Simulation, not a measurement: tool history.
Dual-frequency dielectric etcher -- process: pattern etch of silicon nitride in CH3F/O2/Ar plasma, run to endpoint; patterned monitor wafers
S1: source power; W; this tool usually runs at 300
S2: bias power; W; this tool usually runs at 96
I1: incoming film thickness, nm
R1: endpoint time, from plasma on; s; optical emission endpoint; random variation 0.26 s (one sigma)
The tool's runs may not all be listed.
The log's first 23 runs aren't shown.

{"run": 24, "hour": 740.7, "S1": 300, "S2": 83, "I1": 38.68, "R1": 53.6}
{"hour": 747.2, "done": "source power generator calibrated"}
{"run": 25, "hour": 761.8, "S1": 260, "S2": 96, "I1": 38.55, "R1": 54.5}
{"run": 26, "hour": 797.4, "S1": 360, "S2": 111, "I1": 38.62, "R1": 44.5}
{"run": 27, "hour": 820.2, "S1": 340, "S2": 75, "I1": 39.24, "R1": 52.3}
{"hour": 849.6, "done": "wet clean of the chamber"}
{"run": 28, "hour": 850.1, "S1": 270, "S2": 80, "I1": 38.79, "R1": 58.4}
{"run": 29, "hour": 853.7, "S1": 220, "S2": 89, "I1": 38.52, "R1": 61.6}
{"run": 30, "hour": 868.3, "S1": 260, "S2": 83, "I1": 39.04, "R1": 59.0}
{"run": 31, "hour": 893.7, "S1": 360, "S2": 110, "I1": 39.12, "R1": 46.5}
{"run": 32, "hour": 910.8, "S1": 300, "S2": 96, "I1": 38.51, "R1": 51.4}
{"run": 33, "hour": 940.9, "S1": 300, "S2": 110, "I1": 39.15, "R1": 50.2}
{"run": 34, "hour": 959.5, "S1": 360, "S2": 78, "I1": 38.97, "R1": 51.4}
{"run": 35, "hour": 983.6, "S1": 380, "S2": 119, "I1": 39.11, "R1": 43.5}
{"run": 36, "hour": 996.3, "S1": 380, "S2": 89, "I1": 38.83, "R1": 47.5}

Predict each of these 3 candidate next runs independently; none follows another, all start after run 36:
{"run": "A", "hour": 996.7, "S1": 300, "S2": 73, "I1": 38.8, "R1": "?"}
{"run": "B", "hour": 996.7, "S1": 300, "S2": 108, "I1": 38.8, "R1": "?"}
{"run": "C", "hour": 996.7, "S1": 220, "S2": 72, "I1": 38.8, "R1": "?"}

run=A R1=56.8
run=B R1=49.9
run=C R1=66.6
Had the tool no hidden state, the same runs would have come out as:
run=A R1=57.6
run=B R1=50.6
run=C R1=67.5
